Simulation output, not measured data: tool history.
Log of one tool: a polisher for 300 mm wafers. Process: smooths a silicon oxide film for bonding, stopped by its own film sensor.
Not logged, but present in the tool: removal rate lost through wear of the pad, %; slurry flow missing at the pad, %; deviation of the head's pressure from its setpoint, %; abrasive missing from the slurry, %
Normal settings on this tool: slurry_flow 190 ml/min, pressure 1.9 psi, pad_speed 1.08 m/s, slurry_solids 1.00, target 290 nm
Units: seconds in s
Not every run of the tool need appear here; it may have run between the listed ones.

run	hour	slurry_flow	pressure	pad_speed	slurry_solids	target	wafers since the last listed run	wafers polished on this pad	hours since the slurry nozzle was cleaned	hours since the head pressure was calibrated	hours since the slurry blender was calibrated	incoming thickness of the incoming film, nm	seconds
1	0.0	190	1.9	1.08	1.00	290	0	373	108.1	978.6	232.1	329.0	65.3
# hour 20.2: head pressure recalibrated
# hour 58.9: slurry blender recalibrated
2	79.5	190	1.9	1.08	1.00	290	673	1046	187.6	59.3	20.6	333.6	81.2
3	168.6	190	1.9	1.08	1.00	290	795	1842	276.7	148.4	109.7	329.9	72.7
# hour 254.2: worn pad replaced by a new one
4	276.1	190	1.9	1.08	1.00	296	923	195	384.2	255.9	217.2	326.8	56.8
5	346.2	190	1.9	1.08	1.00	296	625	820	454.3	326.0	287.3	335.2	74.1
# hour 379.3: slurry blender recalibrated
6	408.0	190	1.9	1.08	1.00	286	533	1354	516.1	387.8	28.7	322.7	62.6
7	467.2	190	1.9	1.08	1.00	286	528	1883	575.3	447.0	87.9	331.3	77.6
# hour 534.1: worn pad replaced by a new one
8	537.7	190	1.9	1.08	1.00	286	593	32	645.8	517.5	158.4	329.3	75.6
9	599.9	190	1.9	1.08	0.90	290	555	587	708.0	579.7	220.6	331.1	76.4
# hour 683.2: slurry blender recalibrated
# hour 797.7: worn pad replaced by a new one
10	852.5	190	1.7	1.08	1.00	290	2201	488	960.6	832.3	169.3	330.6	78.1
# hour 894.1: slurry nozzle cleaned
11	898.7	190	2.5	1.08	1.00	290	403	892	4.6	878.5	215.5	333.3	55.3
12	989.6	125	1.9	1.08	1.10	279	811	1703	95.5	969.4	306.4	324.8	80.5
# hour 1025.0: slurry blender recalibrated
# hour 1032.5: head pressure recalibrated
# hour 1092.3: worn pad replaced by a new one
13	1136.8	190	1.9	1.08	1.00	290	1242	397	242.7	104.3	111.8	328.9	70.5
14	1205.3	130	1.9	1.08	1.00	295	611	1008	311.2	172.8	180.3	331.6	70.6
15	1307.5	125	1.9	1.08	1.10	279	912	1920	413.4	275.0	282.5	330.8	99.7
16	1361.3	255	1.9	1.08	1.15	290	480	2400	467.2	328.8	336.3	328.3	69.8
# hour 1369.9: slurry blender recalibrated
# hour 1385.8: worn pad replaced by a new one
17	1455.7	135	1.9	1.08	0.70	290	789	623	561.6	423.2	85.8	333.8	92.2
18	1508.6	215	1.4	1.08	1.00	290	472	1096	614.5	476.1	138.7	333.0	101.8

For each run, the measured value with the value that run would have given without the tool's hidden condition subtracted. The run-to-run variation is shared by both, the gauge scatter possibly not:
run	seconds
1	-2.9
2	+1.7
3	+2.7
4	+3.3
5	+5.5
6	-2.1
7	-1.7
8	-0.6
9	+0.5
10	-3.7
11	-2.0
12	-1.4
13	+3.2
14	+4.0
15	+7.4
16	+5.9
17	-0.8
18	-0.4

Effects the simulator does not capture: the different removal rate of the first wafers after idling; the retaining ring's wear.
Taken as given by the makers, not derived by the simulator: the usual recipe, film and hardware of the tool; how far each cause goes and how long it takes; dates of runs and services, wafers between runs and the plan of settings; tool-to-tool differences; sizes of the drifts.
